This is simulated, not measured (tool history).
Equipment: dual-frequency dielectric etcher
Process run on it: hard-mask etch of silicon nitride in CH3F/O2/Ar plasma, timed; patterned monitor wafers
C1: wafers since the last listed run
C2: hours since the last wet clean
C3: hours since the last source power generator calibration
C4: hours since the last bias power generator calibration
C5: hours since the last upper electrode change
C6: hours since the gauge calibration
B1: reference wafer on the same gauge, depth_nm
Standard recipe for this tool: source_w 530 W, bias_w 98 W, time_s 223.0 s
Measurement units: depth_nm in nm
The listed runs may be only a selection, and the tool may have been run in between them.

run 1 hour=0.0 | source_w=530 bias_w=98 time_s=255.5 | C1=0 C2=149.3 C3=1421.9 C4=4859.2 C5=0.5 C6=137.3 | B1=139.9 | depth_nm=200.4
run 2 hour=64.6 | source_w=530 bias_w=98 time_s=255.5 | C1=380 C2=213.9 C3=1486.5 C4=4923.8 C5=65.1 C6=201.9 | B1=139.9 | depth_nm=200.3
-- hour=89.9 bias power generator calibrated
run 3 hour=119.1 | source_w=530 bias_w=98 time_s=223.0 | C1=297 C2=268.4 C3=1541.0 C4=29.2 C5=119.6 C6=256.4 | B1=139.9 | depth_nm=174.2
run 4 hour=226.8 | source_w=530 bias_w=98 time_s=223.0 | C1=634 C2=376.1 C3=1648.7 C4=136.9 C5=227.3 C6=364.1 | B1=140.0 | depth_nm=175.6
run 5 hour=304.1 | source_w=530 bias_w=98 time_s=223.0 | C1=455 C2=453.4 C3=1726.0 C4=214.2 C5=304.6 C6=441.4 | B1=139.9 | depth_nm=175.0
run 6 hour=361.2 | source_w=530 bias_w=98 time_s=223.0 | C1=336 C2=510.5 C3=1783.1 C4=271.3 C5=361.7 C6=498.5 | B1=139.9 | depth_nm=176.4
run 7 hour=585.6 | source_w=530 bias_w=98 time_s=223.0 | C1=1322 C2=734.9 C3=2007.5 C4=495.7 C5=586.1 C6=722.9 | B1=139.9 | depth_nm=175.5
run 8 hour=664.6 | source_w=660 bias_w=83 time_s=191.5 | C1=465 C2=813.9 C3=2086.5 C4=574.7 C5=665.1 C6=801.9 | B1=140.0 | depth_nm=158.1
-- hour=737.0 wet clean of the chamber
run 9 hour=766.0 | source_w=530 bias_w=118 time_s=223.0 | C1=455 C2=29.0 C3=2187.9 C4=676.1 C5=766.5 C6=903.3 | B1=140.2 | depth_nm=190.5
run 10 hour=843.5 | source_w=620 bias_w=113 time_s=164.5 | C1=456 C2=106.5 C3=2265.4 C4=753.6 C5=844.0 C6=980.8 | B1=139.9 | depth_nm=150.6
run 11 hour=951.5 | source_w=530 bias_w=98 time_s=223.0 | C1=636 C2=214.5 C3=2373.4 C4=861.6 C5=952.0 C6=1088.8 | B1=140.0 | depth_nm=176.8
run 12 hour=1052.8 | source_w=530 bias_w=76 time_s=252.0 | C1=596 C2=315.8 C3=2474.7 C4=962.9 C5=1053.3 C6=1190.1 | B1=140.0 | depth_nm=178.2
run 13 hour=1109.3 | source_w=640 bias_w=107 time_s=171.5 | C1=332 C2=372.3 C3=2531.2 C4=1019.4 C5=1109.8 C6=1246.6 | B1=140.2 | depth_nm=156.0
run 14 hour=1146.7 | source_w=530 bias_w=98 time_s=223.0 | C1=220 C2=409.7 C3=2568.6 C4=1056.8 C5=1147.2 C6=1284.0 | B1=140.0 | depth_nm=175.7
run 15 hour=1199.8 | source_w=530 bias_w=85 time_s=223.0 | C1=312 C2=462.8 C3=2621.7 C4=1109.9 C5=1200.3 C6=1337.1 | B1=139.9 | depth_nm=165.3
run 16 hour=1238.8 | source_w=630 bias_w=98 time_s=223.0 | C1=229 C2=501.8 C3=2660.7 C4=1148.9 C5=1239.3 C6=1376.1 | B1=140.1 | depth_nm=194.0
run 17 hour=1276.0 | source_w=590 bias_w=84 time_s=162.5 | C1=219 C2=539.0 C3=2697.9 C4=1186.1 C5=1276.5 C6=1413.3 | B1=140.0 | depth_nm=128.5
run 18 hour=1312.3 | source_w=430 bias_w=98 time_s=285.0 | C1=213 C2=575.3 C3=2734.2 C4=1222.4 C5=1312.8 C6=1449.6 | B1=139.9 | depth_nm=196.0
run 19 hour=1385.7 | source_w=440 bias_w=98 time_s=205.0 | C1=432 C2=648.7 C3=2807.6 C4=1295.8 C5=1386.2 C6=1523.0 | B1=139.9 | depth_nm=144.4
run 20 hour=1478.0 | source_w=610 bias_w=80 time_s=271.0 | C1=543 C2=741.0 C3=2899.9 C4=1388.1 C5=1478.5 C6=1615.3 | B1=140.0 | depth_nm=214.9
-- hour=1487.2 source power generator calibrated
-- hour=1559.6 wet clean of the chamber
run 21 hour=1577.9 | source_w=530 bias_w=98 time_s=195.0 | C1=423 C2=18.3 C3=90.7 C4=1488.0 C5=1578.4 C6=1715.2 | B1=140.0 | depth_nm=151.4
run 22 hour=1853.3 | source_w=530 bias_w=107 time_s=223.0 | C1=1622 C2=293.7 C3=366.1 C4=1763.4 C5=1853.8 C6=1990.6 | B1=140.0 | depth_nm=180.4
run 23 hour=1923.4 | source_w=400 bias_w=120 time_s=223.0 | C1=412 C2=363.8 C3=436.2 C4=1833.5 C5=1923.9 C6=2060.7 | B1=140.0 | depth_nm=157.7
run 24 hour=1984.1 | source_w=530 bias_w=98 time_s=223.0 | C1=357 C2=424.5 C3=496.9 C4=1894.2 C5=1984.6 C6=2121.4 | B1=140.1 | depth_nm=173.9
run 25 hour=2047.8 | source_w=660 bias_w=113 time_s=159.0 | C1=375 C2=488.2 C3=560.6 C4=1957.9 C5=2048.3 C6=2185.1 | B1=140.2 | depth_nm=148.5
run 26 hour=2139.0 | source_w=530 bias_w=98 time_s=223.0 | C1=537 C2=579.4 C3=651.8 C4=2049.1 C5=2139.5 C6=2276.3 | B1=139.9 | depth_nm=173.6
run 27 hour=2213.9 | source_w=530 bias_w=98 time_s=223.0 | C1=441 C2=654.3 C3=726.7 C4=2124.0 C5=2214.4 C6=2351.2 | B1=140.0 | depth_nm=174.1
run 28 hour=2318.7 | source_w=530 bias_w=98 time_s=181.0 | C1=617 C2=759.1 C3=831.5 C4=2228.8 C5=2319.2 C6=2456.0 | B1=140.0 | depth_nm=141.2
run 29 hour=2355.8 | source_w=530 bias_w=84 time_s=186.0 | C1=218 C2=796.2 C3=868.6 C4=2265.9 C5=2356.3 C6=2493.1 | B1=140.1 | depth_nm=134.8

Alternative continuations, all from the tool just after run 29; predict every row:
run A hour=2356.3 | source_w=530 bias_w=98 time_s=223.0 | C1=2 C2=796.7 C3=869.1 C4=2266.4 C5=2356.8 C6=2493.6 | B1=? | depth_nm=?
run B hour=2356.3 | source_w=620 bias_w=98 time_s=223.0 | C1=2 C2=796.7 C3=869.1 C4=2266.4 C5=2356.8 C6=2493.6 | B1=? | depth_nm=?
run C hour=2356.3 | source_w=590 bias_w=98 time_s=223.0 | C1=2 C2=796.7 C3=869.1 C4=2266.4 C5=2356.8 C6=2493.6 | B1=? | depth_nm=?
run D hour=2356.3 | source_w=530 bias_w=98 time_s=182.0 | C1=2 C2=796.7 C3=869.1 C4=2266.4 C5=2356.8 C6=2493.6 | B1=? | depth_nm=?
run E hour=2356.3 | source_w=600 bias_w=98 time_s=223.0 | C1=2 C2=796.7 C3=869.1 C4=2266.4 C5=2356.8 C6=2493.6 | B1=? | depth_nm=?

run=A B1=139.9 depth_nm=174.5
run=B B1=139.9 depth_nm=190.7
run=C B1=139.9 depth_nm=185.6
run=D B1=139.9 depth_nm=142.4
run=E B1=139.9 depth_nm=187.3
Without the tool's unlogged condition, the same runs would have read:
run=A depth_nm=173.3
run=B depth_nm=189.4
run=C depth_nm=184.3
run=D depth_nm=141.5
run=E depth_nm=186.1
